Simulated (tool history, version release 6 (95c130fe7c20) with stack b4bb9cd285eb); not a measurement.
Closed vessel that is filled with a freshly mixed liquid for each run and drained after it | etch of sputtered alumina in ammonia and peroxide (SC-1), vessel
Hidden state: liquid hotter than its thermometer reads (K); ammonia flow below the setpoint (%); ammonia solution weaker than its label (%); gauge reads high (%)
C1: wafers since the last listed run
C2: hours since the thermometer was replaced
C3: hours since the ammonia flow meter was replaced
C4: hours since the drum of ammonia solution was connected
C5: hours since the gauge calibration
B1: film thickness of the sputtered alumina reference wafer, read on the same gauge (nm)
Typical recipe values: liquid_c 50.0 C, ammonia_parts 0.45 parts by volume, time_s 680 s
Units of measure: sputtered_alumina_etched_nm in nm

Run 1, hour 0.0: usual settings; C1 0; C2 75.6; C3 2039.3; C4 980.9; C5 379.2; B1 30.05. Result: sputtered_alumina_etched_nm 50.22 nm.
Run 2, hour 15.1: usual settings; C1 892; C2 90.7; C3 2054.4; C4 996.0; C5 394.3; B1 30.00. Result: sputtered_alumina_etched_nm 50.06 nm.
At hour 21.8: gauge calibrated.
Run 3, hour 22.8: usual settings but liquid_c 57.0 C; C1 455; C2 98.4; C3 2062.1; C4 1003.7; C5 1.0; B1 29.98. Result: sputtered_alumina_etched_nm 73.29 nm.
Run 4, hour 31.6: usual settings but ammonia_parts 0.30 parts by volume; C1 520; C2 107.2; C3 2070.9; C4 1012.5; C5 9.8; B1 30.00. Result: sputtered_alumina_etched_nm 48.21 nm.
Run 5, hour 41.4: usual settings but liquid_c 57.0 C, time_s 505 s; C1 579; C2 117.0; C3 2080.7; C4 1022.3; C5 19.6; B1 30.01. Result: sputtered_alumina_etched_nm 54.57 nm.
At hour 49.2: new drum of ammonia solution connected.
Run 6, hour 57.1: usual settings; C1 868; C2 132.7; C3 2096.4; C4 7.9; C5 35.3; B1 30.01. Result: sputtered_alumina_etched_nm 50.45 nm.
At hour 66.1: ammonia flow meter replaced.
Run 7, hour 67.1: usual settings; C1 531; C2 142.7; C3 1.0; C4 17.9; C5 45.3; B1 29.99. Result: sputtered_alumina_etched_nm 50.59 nm.
Run 8, hour 76.4: usual settings; C1 549; C2 152.0; C3 10.3; C4 27.2; C5 54.6; B1 30.02. Result: sputtered_alumina_etched_nm 50.57 nm.
Run 9, hour 86.3: usual settings but liquid_c 45.5 C, ammonia_parts 0.55 parts by volume, time_s 410 s; C1 585; C2 161.9; C3 20.2; C4 37.1; C5 64.5; B1 30.02. Result: sputtered_alumina_etched_nm 24.19 nm.
Run 10, hour 102.0: usual settings; C1 927; C2 177.6; C3 35.9; C4 52.8; C5 80.2; B1 30.02. Result: sputtered_alumina_etched_nm 50.77 nm.
Run 11, hour 119.9: usual settings; C1 1058; C2 195.5; C3 53.8; C4 70.7; C5 98.1; B1 30.01. Result: sputtered_alumina_etched_nm 50.67 nm.
Run 12, hour 127.9: usual settings but liquid_c 54.0 C, ammonia_parts 0.55 parts by volume, time_s 330 s; C1 472; C2 203.5; C3 61.8; C4 78.7; C5 106.1; B1 29.95. Result: sputtered_alumina_etched_nm 31.24 nm.
Run 13, hour 135.2: usual settings but liquid_c 53.5 C, ammonia_parts 0.60 parts by volume, time_s 940 s; C1 431; C2 210.8; C3 69.1; C4 86.0; C5 113.4; B1 30.00. Result: sputtered_alumina_etched_nm 87.19 nm.
Run 14, hour 143.1: usual settings but liquid_c 59.0 C, ammonia_parts 0.55 parts by volume, time_s 830 s; C1 466; C2 218.7; C3 77.0; C4 93.9; C5 121.3; B1 30.01. Result: sputtered_alumina_etched_nm 101.18 nm.
Run 15, hour 158.0: usual settings but liquid_c 53.5 C, ammonia_parts 0.30 parts by volume; C1 880; C2 233.6; C3 91.9; C4 108.8; C5 136.2; B1 30.02. Result: sputtered_alumina_etched_nm 58.85 nm.
Run 16, hour 172.1: usual settings; C1 833; C2 247.7; C3 106.0; C4 122.9; C5 150.3; B1 29.99. Result: sputtered_alumina_etched_nm 50.82 nm.
Run 17, hour 187.0: usual settings; C1 880; C2 262.6; C3 120.9; C4 137.8; C5 165.2; B1 29.96. Result: sputtered_alumina_etched_nm 51.22 nm.
Run 18, hour 204.3: usual settings but ammonia_parts 0.60 parts by volume, time_s 470 s; C1 1022; C2 279.9; C3 138.2; C4 155.1; C5 182.5; B1 29.99. Result: sputtered_alumina_etched_nm 36.34 nm.
Run 19, hour 213.0: usual settings but liquid_c 57.0 C, ammonia_parts 0.35 parts by volume; C1 514; C2 288.6; C3 146.9; C4 163.8; C5 191.2; B1 29.98. Result: sputtered_alumina_etched_nm 72.73 nm.
Run 20, hour 224.8: usual settings but liquid_c 56.0 C, ammonia_parts 0.30 parts by volume, time_s 885 s; C1 697; C2 300.4; C3 158.7; C4 175.6; C5 203.0; B1 30.02. Result: sputtered_alumina_etched_nm 87.65 nm.

The next listed run, before its measurement:
Run 21, hour 232.9: usual settings but liquid_c 55.5 C, ammonia_parts 0.35 parts by volume, time_s 1085 s; C1 478; C2 308.5; C3 166.8; C4 183.7; C5 211.1; B1 ?. Result: sputtered_alumina_etched_nm ?.

Run 21 yielded B1 30.03, sputtered_alumina_etched_nm 107.21 nm.
Had the tool carried no hidden state, the very same run would have given sputtered_alumina_etched_nm 105.63 nm.
